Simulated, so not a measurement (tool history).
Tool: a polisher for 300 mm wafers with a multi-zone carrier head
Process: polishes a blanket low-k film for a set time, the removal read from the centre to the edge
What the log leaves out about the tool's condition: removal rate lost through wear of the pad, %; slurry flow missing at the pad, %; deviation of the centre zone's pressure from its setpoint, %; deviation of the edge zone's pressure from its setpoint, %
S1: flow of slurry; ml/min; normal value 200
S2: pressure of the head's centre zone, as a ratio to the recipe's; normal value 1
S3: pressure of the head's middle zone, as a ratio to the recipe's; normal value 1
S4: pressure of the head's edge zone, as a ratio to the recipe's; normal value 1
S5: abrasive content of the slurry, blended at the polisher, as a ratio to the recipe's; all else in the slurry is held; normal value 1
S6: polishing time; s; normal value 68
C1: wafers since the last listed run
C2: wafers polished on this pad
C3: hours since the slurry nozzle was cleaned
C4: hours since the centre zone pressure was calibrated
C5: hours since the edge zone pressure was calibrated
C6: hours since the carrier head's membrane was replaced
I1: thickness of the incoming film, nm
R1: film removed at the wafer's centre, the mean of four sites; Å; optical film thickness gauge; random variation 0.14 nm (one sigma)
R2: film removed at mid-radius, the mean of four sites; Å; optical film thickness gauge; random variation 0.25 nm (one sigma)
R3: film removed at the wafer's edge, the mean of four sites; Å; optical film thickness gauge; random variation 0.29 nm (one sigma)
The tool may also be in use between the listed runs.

run,day,S1,S2,S3,S4,S5,S6,C1,C2,C3,C4,C5,C6,I1,R1,R2,R3
1,0,200,0.96,1,1,1,68,0,580,551.5,171.4,0.5,1163,415.6,195,206,204
2,0.342,200,1,1,1,1,68,88,669,559.7,179.6,8.7,1171.2,402.3,202,203,199
3,1.075,200,1,1,1,1,68,189,859,577.3,197.2,26.3,1188.8,411.2,199,198,204
# day 1.821: worn pad replaced by a new one
4,1.842,200,1,1,1,1,68,155,5,595.7,215.6,44.7,1207.2,411.4,212,220,215
5,1.996,200,1,1,1,1,68,39,45,599.4,219.3,48.4,1210.9,410.7,212,210,213
# day 2.725: slurry nozzle cleaned
6,2.796,200,1,1,1.06,0.9,68,196,241,1.7,238.5,67.6,1230.1,402.2,198,200,208
7,3.171,200,1,1,1,1,68,97,339,10.7,247.5,76.6,1239.1,411.3,201,208,203
8,3.458,200,1,1,1,1,68,74,413,17.6,254.4,83.5,1246,413.1,201,203,205
# day 3.979: carrier head's membrane replaced by a new one
9,4,200,1,0.92,0.9,1,68,86,499,30.6,267.4,96.5,0.5,410.5,200,191,190
10,4.192,200,1,1,0.89,1,68,49,549,35.2,272,101.1,5.1,412.6,199,205,187
11,4.896,200,1,1,1,0.7,68,182,731,52.1,288.9,118,22,407.7,171,179,174
12,5.35,200,1.12,1,1,0.75,59,117,849,63,299.8,128.9,32.9,410.3,166,153,154
# day 5.621: centre zone pressure recalibrated
13,5.642,200,1,1,1,1,68,53,903,70,0.5,135.9,39.9,412,196,199,196
# day 6.192: worn pad replaced by a new one
14,6.212,200,1,1,1,1,68,104,5,83.7,14.2,149.6,53.6,416.3,214,220,216
15,6.633,230,0.9,1,1.11,1,68,109,114,93.8,24.3,159.7,63.7,414.9,197,218,225
16,6.983,200,1,1.1,1,1,68,90,204,102.2,32.7,168.1,72.1,412.5,207,228,207
17,7.729,265,1.07,0.96,1,1,47,193,397,120.1,50.6,186,90,410.7,156,140,146
18,8.1,200,1,1,1,1,68,96,493,129,59.5,194.9,98.9,417.1,202,203,203
19,8.712,225,0.96,1,1,1,83,158,652,143.7,74.2,209.6,113.6,413.4,243,255,252
# day 9.929: worn pad replaced by a new one
20,9.983,200,1,1,1.05,1,68,286,13,174.2,104.7,240.1,144.1,403.5,213,217,223
21,10.588,220,0.91,1,1.11,0.7,68,156,170,188.7,119.2,254.6,158.6,413.5,168,185,196

5 options for the next run, each taken on its own from the tool as it stands now. Forecast them:
A,10.604,200,1,1,1,1,68,4,174,189.1,119.6,255,159,409.4,?,?,?
B,10.604,200,1,0.91,1,1.25,68,4,174,189.1,119.6,255,159,409.4,?,?,?
C,10.604,200,1,1,0.93,1,68,4,174,189.1,119.6,255,159,409.4,?,?,?
D,10.604,200,1.06,1,1,1.1,68,4,174,189.1,119.6,255,159,409.4,?,?,?
E,10.604,165,1.07,1.11,1,0.75,68,4,174,189.1,119.6,255,159,409.4,?,?,?

run,R1,R2,R3
A,209,211,207
B,227,212,225
C,209,211,200
D,226,219,215
E,189,199,180
Without the tool's unlogged condition, the same runs would have read:
run,R1,R2,R3
A,217,219,215
B,235,220,234
C,217,219,208
D,235,227,223
E,196,207,187
